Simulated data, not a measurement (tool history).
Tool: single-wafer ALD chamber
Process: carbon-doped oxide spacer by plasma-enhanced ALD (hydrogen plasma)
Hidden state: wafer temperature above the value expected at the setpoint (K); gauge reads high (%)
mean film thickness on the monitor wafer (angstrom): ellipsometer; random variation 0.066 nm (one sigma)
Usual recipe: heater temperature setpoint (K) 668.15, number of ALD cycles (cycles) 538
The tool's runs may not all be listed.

run	hour	heater temperature setpoint (K)	number of ALD cycles (cycles)	wafers since the last listed run	hours since the last thermocouple change	hours since the gauge calibration	read-back reference wafer on the same gauge, thickness_nm	mean film thickness on the monitor wafer (angstrom)
1	0.0	668.15	578	0	1669.1	1066.8	30.197	284.17
2	43.5	668.15	609	32	1712.6	1110.3	30.182	299.53
3	133.9	668.15	538	67	1803.0	1200.7	30.210	264.51
4	216.0	668.15	471	61	1885.1	1282.8	30.212	231.49
# hour 236.2: thermocouple changed; heater temperature recalibrated
5	269.2	668.15	471	33	33.0	1336.0	30.195	231.51
6	366.6	678.15	621	72	130.4	1433.4	30.214	302.14
7	585.9	657.15	538	163	349.7	1652.7	30.182	264.85
8	622.1	668.15	538	26	385.9	1688.9	30.186	264.67
9	677.0	668.15	538	40	440.8	1743.8	30.217	264.93
10	754.0	668.15	538	57	517.8	1820.8	30.186	264.47
11	801.1	665.15	538	35	564.9	1867.9	30.196	263.90
12	860.6	665.15	538	44	624.4	1927.4	30.188	264.26
13	917.6	668.15	538	42	681.4	1984.4	30.200	263.72
14	977.9	668.15	538	44	741.7	2044.7	30.201	263.60
15	1078.4	668.15	538	74	842.2	2145.2	30.176	264.57
16	1116.6	660.15	538	28	880.4	2183.4	30.215	265.18
17	1177.8	660.15	538	45	941.6	2244.6	30.209	264.44
18	1231.9	668.15	538	40	995.7	2298.7	30.205	265.34
19	1288.3	678.15	538	42	1052.1	2355.1	30.197	261.55
20	1330.2	663.15	627	31	1094.0	2397.0	30.171	308.54
21	1402.8	676.15	627	54	1166.6	2469.6	30.203	306.06
22	1457.6	663.15	627	40	1221.4	2524.4	30.223	308.12
# hour 1475.3: gauge calibrated
23	1530.7	653.15	538	54	1294.5	55.4	30.212	263.95
24	1573.6	668.15	583	31	1337.4	98.3	30.195	287.30
25	1634.7	653.15	483	45	1398.5	159.4	30.188	238.67
26	1671.6	668.15	538	27	1435.4	196.3	30.203	264.18
27	1723.5	668.15	628	38	1487.3	248.2	30.202	308.54
28	1824.4	676.15	627	75	1588.2	349.1	30.221	305.86
29	1877.6	678.15	593	39	1641.4	402.3	30.195	288.65
30	1953.0	668.15	644	56	1716.8	477.7	30.177	317.13
31	2053.9	668.15	538	75	1817.7	578.6	30.191	265.26
# hour 2063.1: thermocouple changed; heater temperature recalibrated
32	2111.5	668.15	482	36	48.4	636.2	30.214	236.91
33	2315.9	668.15	538	152	252.8	840.6	30.214	264.53
34	2417.3	668.15	538	75	354.2	942.0	30.192	264.99
35	2495.5	653.15	538	58	432.4	1020.2	30.222	264.59
36	2567.9	680.15	538	53	504.8	1092.6	30.161	259.89
37	2624.0	657.15	463	41	560.9	1148.7	30.197	228.40

Hidden state at the last listed run before each entry between runs and at the first one after, where it differs:
In the gap between runs 4 and 5: thermocouple changed; heater temperature recalibrated (hour 236.2)
  no difference in the tool's unlogged condition between these two runs
In the gap between runs 22 and 23: gauge calibrated (hour 1475.3)
  no difference in the tool's unlogged condition between these two runs
In the gap between runs 31 and 32: thermocouple changed; heater temperature recalibrated (hour 2063.1)
  no difference in the tool's unlogged condition between these two runs
